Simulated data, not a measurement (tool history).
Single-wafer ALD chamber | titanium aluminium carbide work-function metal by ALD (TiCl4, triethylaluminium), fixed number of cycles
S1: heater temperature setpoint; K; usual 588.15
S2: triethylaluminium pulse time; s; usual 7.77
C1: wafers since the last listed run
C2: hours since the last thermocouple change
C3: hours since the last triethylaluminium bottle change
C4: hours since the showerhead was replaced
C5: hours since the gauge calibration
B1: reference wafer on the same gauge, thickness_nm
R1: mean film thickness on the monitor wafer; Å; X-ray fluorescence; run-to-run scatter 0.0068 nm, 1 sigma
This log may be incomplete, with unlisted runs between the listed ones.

{"run": 1, "hour": 0.0, "S1": 588.15, "S2": 5.37, "C1": 0, "C2": 759.1, "C3": 1106.4, "C4": 6223.5, "C5": 160.7, "B1": 2.264, "R1": 19.61}
{"run": 2, "hour": 70.8, "S1": 588.15, "S2": 7.77, "C1": 933, "C2": 829.9, "C3": 1177.2, "C4": 6294.3, "C5": 231.5, "B1": 2.264, "R1": 21.43}
{"run": 3, "hour": 131.6, "S1": 588.15, "S2": 7.77, "C1": 801, "C2": 890.7, "C3": 1238.0, "C4": 6355.1, "C5": 292.3, "B1": 2.261, "R1": 21.5}
{"run": 4, "hour": 171.0, "S1": 595.15, "S2": 7.77, "C1": 519, "C2": 930.1, "C3": 1277.4, "C4": 6394.5, "C5": 331.7, "B1": 2.259, "R1": 22.21}
{"run": 5, "hour": 195.9, "S1": 595.15, "S2": 7.77, "C1": 328, "C2": 955.0, "C3": 1302.3, "C4": 6419.4, "C5": 356.6, "B1": 2.258, "R1": 22.03}
{"run": 6, "hour": 227.6, "S1": 588.15, "S2": 7.77, "C1": 418, "C2": 986.7, "C3": 1334.0, "C4": 6451.1, "C5": 388.3, "B1": 2.255, "R1": 21.38}
{"run": 7, "hour": 258.1, "S1": 588.15, "S2": 7.77, "C1": 402, "C2": 1017.2, "C3": 1364.5, "C4": 6481.6, "C5": 418.8, "B1": 2.253, "R1": 21.47}
{"run": 8, "hour": 295.2, "S1": 588.15, "S2": 7.77, "C1": 489, "C2": 1054.3, "C3": 1401.6, "C4": 6518.7, "C5": 455.9, "B1": 2.251, "R1": 21.39}
{"run": 9, "hour": 329.2, "S1": 588.15, "S2": 6.93, "C1": 448, "C2": 1088.3, "C3": 1435.6, "C4": 6552.7, "C5": 489.9, "B1": 2.248, "R1": 20.88}
{"hour": 339.8, "done": "showerhead replaced"}
{"run": 10, "hour": 389.7, "S1": 588.15, "S2": 6.93, "C1": 692, "C2": 1148.8, "C3": 1496.1, "C4": 49.9, "C5": 550.4, "B1": 2.243, "R1": 20.71}
{"hour": 465.0, "done": "thermocouple changed; heater temperature recalibrated"}
{"run": 11, "hour": 465.5, "S1": 588.15, "S2": 6.93, "C1": 894, "C2": 0.5, "C3": 1571.9, "C4": 125.7, "C5": 626.2, "B1": 2.236, "R1": 20.76}
{"run": 12, "hour": 503.3, "S1": 588.15, "S2": 7.77, "C1": 498, "C2": 38.3, "C3": 1609.7, "C4": 163.5, "C5": 664.0, "B1": 2.23, "R1": 21.15}
{"run": 13, "hour": 540.9, "S1": 599.15, "S2": 7.77, "C1": 495, "C2": 75.9, "C3": 1647.3, "C4": 201.1, "C5": 701.6, "B1": 2.227, "R1": 22.07}
{"run": 14, "hour": 592.1, "S1": 584.15, "S2": 8.71, "C1": 675, "C2": 127.1, "C3": 1698.5, "C4": 252.3, "C5": 752.8, "B1": 2.221, "R1": 21.0}
{"run": 15, "hour": 630.8, "S1": 599.15, "S2": 8.6, "C1": 510, "C2": 165.8, "C3": 1737.2, "C4": 291.0, "C5": 791.5, "B1": 2.215, "R1": 22.6}
{"hour": 654.2, "done": "triethylaluminium bottle replaced"}
{"run": 16, "hour": 685.4, "S1": 584.15, "S2": 6.71, "C1": 614, "C2": 220.4, "C3": 31.2, "C4": 345.6, "C5": 846.1, "B1": 2.209, "R1": 19.84}
{"run": 17, "hour": 736.8, "S1": 583.15, "S2": 7.77, "C1": 677, "C2": 271.8, "C3": 82.6, "C4": 397.0, "C5": 897.5, "B1": 2.201, "R1": 20.44}
{"run": 18, "hour": 762.6, "S1": 588.15, "S2": 7.77, "C1": 340, "C2": 297.6, "C3": 108.4, "C4": 422.8, "C5": 923.3, "B1": 2.196, "R1": 20.88}
{"hour": 781.7, "done": "gauge calibrated"}
{"run": 19, "hour": 826.0, "S1": 577.15, "S2": 4.98, "C1": 836, "C2": 361.0, "C3": 171.8, "C4": 486.2, "C5": 44.3, "B1": 2.275, "R1": 18.29}
{"run": 20, "hour": 880.4, "S1": 588.15, "S2": 7.77, "C1": 717, "C2": 415.4, "C3": 226.2, "C4": 540.6, "C5": 98.7, "B1": 2.274, "R1": 21.71}
{"run": 21, "hour": 933.6, "S1": 588.15, "S2": 7.77, "C1": 701, "C2": 468.6, "C3": 279.4, "C4": 593.8, "C5": 151.9, "B1": 2.274, "R1": 21.51}
{"run": 22, "hour": 978.9, "S1": 578.15, "S2": 4.76, "C1": 597, "C2": 513.9, "C3": 324.7, "C4": 639.1, "C5": 197.2, "B1": 2.272, "R1": 17.94}

Here are 4 independent what-if runs from the current tool condition. What would each one return?
{"run": "A", "hour": 979.3, "S1": 588.15, "S2": 5.06, "C1": 5, "C2": 514.3, "C3": 325.1, "C4": 639.5, "C5": 197.6, "B1": "?", "R1": "?"}
{"run": "B", "hour": 979.3, "S1": 593.15, "S2": 7.77, "C1": 5, "C2": 514.3, "C3": 325.1, "C4": 639.5, "C5": 197.6, "B1": "?", "R1": "?"}
{"run": "C", "hour": 979.3, "S1": 575.15, "S2": 9.49, "C1": 5, "C2": 514.3, "C3": 325.1, "C4": 639.5, "C5": 197.6, "B1": "?", "R1": "?"}
{"run": "D", "hour": 979.3, "S1": 593.15, "S2": 9.22, "C1": 5, "C2": 514.3, "C3": 325.1, "C4": 639.5, "C5": 197.6, "B1": "?", "R1": "?"}

run=A B1=2.271 R1=19.43
run=B B1=2.271 R1=22.22
run=C B1=2.271 R1=21.03
run=D B1=2.271 R1=22.83
With the hidden condition removed and each run's random variation left untouched, the same runs would have given:
run=A R1=19.41
run=B R1=22.20
run=C R1=21.01
run=D R1=22.81

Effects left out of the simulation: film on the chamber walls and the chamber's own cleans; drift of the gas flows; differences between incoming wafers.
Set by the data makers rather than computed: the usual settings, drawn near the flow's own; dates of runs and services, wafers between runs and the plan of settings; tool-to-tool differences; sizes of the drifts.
